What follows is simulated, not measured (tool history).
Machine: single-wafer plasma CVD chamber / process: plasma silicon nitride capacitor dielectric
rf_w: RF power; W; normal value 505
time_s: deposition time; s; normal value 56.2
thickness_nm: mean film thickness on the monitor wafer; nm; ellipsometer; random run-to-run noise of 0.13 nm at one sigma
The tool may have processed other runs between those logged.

run,hour,rf_w,time_s,wafers since the last listed run,hours since the last RF generator calibration,hours since the showerhead was replaced,hours since the gauge calibration,"read-back reference wafer on the same gauge, thickness_nm",thickness_nm
1,0.0,505,56.2,0,2273.8,3631.8,50.9,91.073,84.583
2,17.8,440,60.4,373,2291.6,3649.6,68.7,91.081,87.278
3,34.4,440,60.4,348,2308.2,3666.2,85.3,91.078,87.397
4,44.9,440,60.4,220,2318.7,3676.7,95.8,91.061,87.369
5,60.5,445,56.2,327,2334.3,3692.3,111.4,91.101,81.297
6,68.1,445,56.2,159,2341.9,3699.9,119.0,91.042,81.498
7,77.7,505,56.2,201,2351.5,3709.5,128.6,91.095,84.311
8,95.6,505,56.2,376,2369.4,3727.4,146.5,91.094,84.329
9,101.7,505,56.2,128,2375.5,3733.5,152.6,91.097,84.466
10,113.5,505,49.7,247,2387.3,3745.3,164.4,91.062,74.638
11,130.2,505,56.2,350,2404.0,3762.0,181.1,91.085,84.064
12,146.1,505,56.2,333,2419.9,3777.9,197.0,91.115,84.279
13,158.6,505,56.2,262,2432.4,3790.4,209.5,91.075,84.059
# hour 168.2: RF generator calibrated
14,172.1,505,56.2,115,3.9,3803.9,223.0,91.101,83.508
15,181.6,505,56.2,199,13.4,3813.4,232.5,91.143,83.629
16,198.1,505,56.2,346,29.9,3829.9,249.0,91.069,83.619
17,215.0,435,56.2,354,46.8,3846.8,265.9,91.107,80.005
18,227.7,435,56.2,266,59.5,3859.5,278.6,91.094,79.937
# hour 239.8: gauge calibrated
# hour 245.6: RF generator calibrated, repeated, since the last time left the tool worse
19,246.1,505,47.6,218,0.5,3877.9,6.3,91.095,72.656
20,258.4,505,56.2,258,12.8,3890.2,18.6,91.115,85.606
21,271.2,410,49.9,268,25.6,3903.0,31.4,91.134,71.853
22,277.8,440,63.7,138,32.2,3909.6,38.0,91.099,93.716
23,292.4,550,64.7,306,46.8,3924.2,52.6,91.101,101.481
24,306.5,435,47.7,296,60.9,3938.3,66.7,91.150,69.798
25,314.7,505,48.3,172,69.1,3946.5,74.9,91.086,73.801
26,326.7,505,56.2,252,81.1,3958.5,86.9,91.131,85.744
# hour 337.4: showerhead replaced
27,337.9,505,56.2,67,92.3,0.5,98.1,91.089,85.804
28,344.9,585,52.0,147,99.3,7.5,105.1,91.111,82.959
29,360.2,455,65.8,321,114.6,22.8,120.4,91.094,97.951
30,371.5,505,50.1,237,125.9,34.1,131.7,91.110,76.697
31,379.0,505,60.3,157,133.4,41.6,139.2,91.120,92.537
32,385.1,505,56.2,128,139.5,47.7,145.3,91.087,86.068
33,392.2,415,52.3,149,146.6,54.8,152.4,91.104,75.590
34,419.9,440,56.2,581,174.3,82.5,180.1,91.068,82.769
35,433.4,470,65.1,283,187.8,96.0,193.6,91.095,97.547
36,450.6,560,47.4,361,205.0,113.2,210.8,91.089,74.603

Hidden condition of the tool, last listed run before each entry between runs versus first listed run after:
Logged between run 13 and run 14: RF generator calibrated (hour 168.2)
  delivered RF power above the setpoint (%): -7.47 -> -10.4
  the result without the hidden state subtracted from the measured one, thickness_nm: -1.898 -> -2.678 nm
Logged between run 18 and run 19: gauge calibrated (hour 239.8); RF generator calibrated, repeated, since the last time left the tool worse (hour 245.6)
  delivered RF power above the setpoint (%): -10.4 -> -0.673
  the result without the hidden state subtracted from the measured one, thickness_nm: -2.564 -> -0.142 nm
Logged between run 26 and run 27: showerhead replaced (hour 337.4)
  delivered RF power above the setpoint (%): -0.681 -> -0.683
  the result without the hidden state subtracted from the measured one, thickness_nm: -0.169 -> -0.169 nm
